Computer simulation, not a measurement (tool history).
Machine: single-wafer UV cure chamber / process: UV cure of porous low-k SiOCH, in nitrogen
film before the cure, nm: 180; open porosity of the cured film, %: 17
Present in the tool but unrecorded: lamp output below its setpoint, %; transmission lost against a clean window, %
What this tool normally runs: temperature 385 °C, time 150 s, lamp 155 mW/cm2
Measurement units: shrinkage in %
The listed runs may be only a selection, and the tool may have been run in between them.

run   hour  temperature  time  lamp  wafers since the last listed run  hours since the UV bulbs were replaced  wafers since the quartz window was cleaned  shrinkage
  1    0.0          372   150   155                                 0                                  1894.4                                           6      9.379
  2   60.8          385    80   155                               499                                  1955.2                                         505      6.906
  3  126.1          385   150   173                               536                                  2020.5                                        1042      9.827
  4  191.2          385   150   173                               534                                  2085.6                                        1576      9.558
  5  219.8          385   150   173                               234                                  2114.2                                        1811      9.416
     244.9  -- quartz window cleaned
     266.1  -- UV bulbs replaced
  6  277.8          385   150   155                               344                                    11.7                                         204     10.974
  7  331.1          385   150   155                               437                                    65.0                                         642     10.748
  8  385.0          385   150   155                               442                                   118.9                                        1085     10.721
  9  413.5          404   150   129                               234                                   147.4                                        1319     10.027
 10  473.2          397   150   155                               490                                   207.1                                        1809     10.435
     509.7  -- quartz window cleaned
 11  523.9          385   185   155                               350                                   257.8                                         116     11.739
 12  552.3          371   150   195                               233                                   286.2                                         349     11.454
 13  582.7          385   150   173                               249                                   316.6                                         599     11.077
 14  623.3          399   150   155                               333                                   357.2                                         932     10.568
 15  691.2          405   125   143                               557                                   425.1                                        1490      9.327
 16  721.3          385   150   119                               247                                   455.2                                        1737      8.666
 17  749.0          394   120   182                               227                                   482.9                                        1964      9.642

Give the tool's hidden conditions for every run:
H1: lamp output below its setpoint, %
H2: transmission lost against a clean window, %
run    H1    H2
  1    34  1.32
  2  34.2  4.85
  3  34.4  8.65
  4  34.6  12.4
  5  34.7  14.1
  6  5.25  4.59
  7  7.55  7.69
  8  9.71  10.8
  9  10.8  12.5
 10  12.9    16
 11  14.6  2.36
 12  15.5  4.01
 13  16.5  5.78
 14  17.7  8.14
 15  19.5  12.1
 16  20.3  13.8
 17    21  15.4
